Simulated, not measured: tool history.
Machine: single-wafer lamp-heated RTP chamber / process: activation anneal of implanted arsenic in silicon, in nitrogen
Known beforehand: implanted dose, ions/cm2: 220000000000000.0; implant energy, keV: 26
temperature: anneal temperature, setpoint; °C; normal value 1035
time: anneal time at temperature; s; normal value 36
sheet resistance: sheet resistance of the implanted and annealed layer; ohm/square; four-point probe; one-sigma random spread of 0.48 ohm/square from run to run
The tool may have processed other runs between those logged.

run,day,temperature,time,wafers since the last listed run,wafers since the last pyrometer calibration,wafers since the reflector plate was cleaned,hours since the gauge calibration,"read-back reference wafer on the same gauge, sheet resistance",sheet resistance
1,0.000,1035,23,0,3348,2223,125.8,261.16,322.48
2,0.738,1035,23,243,3592,2467,143.5,260.83,323.12
3,1.088,1023,36,115,3707,2582,151.9,260.94,321.67
4,1.417,1019,36,108,3816,2691,159.8,261.09,321.88
5,2.033,1035,24,203,4019,2894,174.6,260.74,322.67
6,3.758,1016,25,569,4589,3463,216.0,260.91,323.46
7,4.279,1016,25,171,4760,3635,228.5,261.06,323.87
8,4.592,1016,25,103,4864,3738,236.0,260.88,323.37
9,5.112,1035,36,171,5035,3910,248.5,260.95,320.45
10,5.679,1035,36,186,5222,4097,262.1,261.12,318.52
11,6.204,1035,36,173,5396,4270,274.7,260.97,320.05
12,6.662,1035,19,151,5547,4422,285.7,260.92,323.43
13,7.246,1035,20,192,5739,4614,299.7,260.84,322.41
14,7.742,1035,20,163,5903,4778,311.6,260.87,323.16
15,8.088,1035,46,114,6017,4892,319.9,261.08,317.52
16,8.546,1035,26,151,6168,5043,330.9,260.88,320.83
17,9.158,1035,26,202,6370,5245,345.6,261.06,322.04
18,9.704,1035,36,180,6550,5425,358.7,260.90,317.99
19,10.196,1035,36,162,6713,5587,370.5,261.06,319.02
20,10.554,1062,27,118,6831,5706,379.1,260.93,316.87
21,11.071,1035,36,170,7001,5876,391.5,261.04,319.12
# day 11.508: pyrometer window cleaned and pyrometer calibrated
22,11.529,1046,46,41,6,5917,402.5,261.01,317.56
23,11.733,1035,36,67,74,5985,407.4,260.99,321.37
24,12.425,1061,36,228,302,6213,424.0,260.97,316.05
# day 12.571: gauge calibrated
25,12.954,1035,36,174,477,6388,9.2,261.00,320.27
26,13.483,1064,36,174,651,6562,21.9,260.98,316.71
27,13.933,1035,30,148,800,6711,32.7,261.06,322.55
# day 14.788: reflector plate cleaned
28,14.808,1016,43,178,978,6,53.7,260.91,321.33
29,14.958,1027,25,49,1028,56,57.3,260.93,323.20
30,15.500,1018,21,178,1207,234,70.3,261.06,324.40
31,16.129,1035,36,207,1414,442,85.4,261.09,320.87
32,16.629,1065,19,164,1579,607,97.4,261.09,320.86
33,17.112,1035,36,159,1739,766,109.0,260.96,319.98
34,17.662,1048,53,181,1920,948,122.2,261.18,315.24
35,18.392,1035,36,240,2161,1188,139.7,261.15,320.59
36,18.712,1035,36,105,2267,1294,147.4,261.04,320.18
37,19.596,1019,50,291,2558,1586,168.6,261.00,321.33

Below are 4 alternative next runs, each starting from the tool's condition after run 37. Predict each:
A,19.612,1035,36,5,2564,1591,169.0,?,?
B,19.612,1007,54,5,2564,1591,169.0,?,?
C,19.612,1025,25,5,2564,1591,169.0,?,?
D,19.612,1023,17,5,2564,1591,169.0,?,?

run,"read-back reference wafer on the same gauge, sheet resistance",sheet resistance
A,261.06,321.45
B,261.06,322.71
C,261.06,324.46
D,261.06,326.23
Stripped of hidden state, with their random variation kept, the same runs would have yielded:
run,sheet resistance
A,321.80
B,323.03
C,324.72
D,326.45
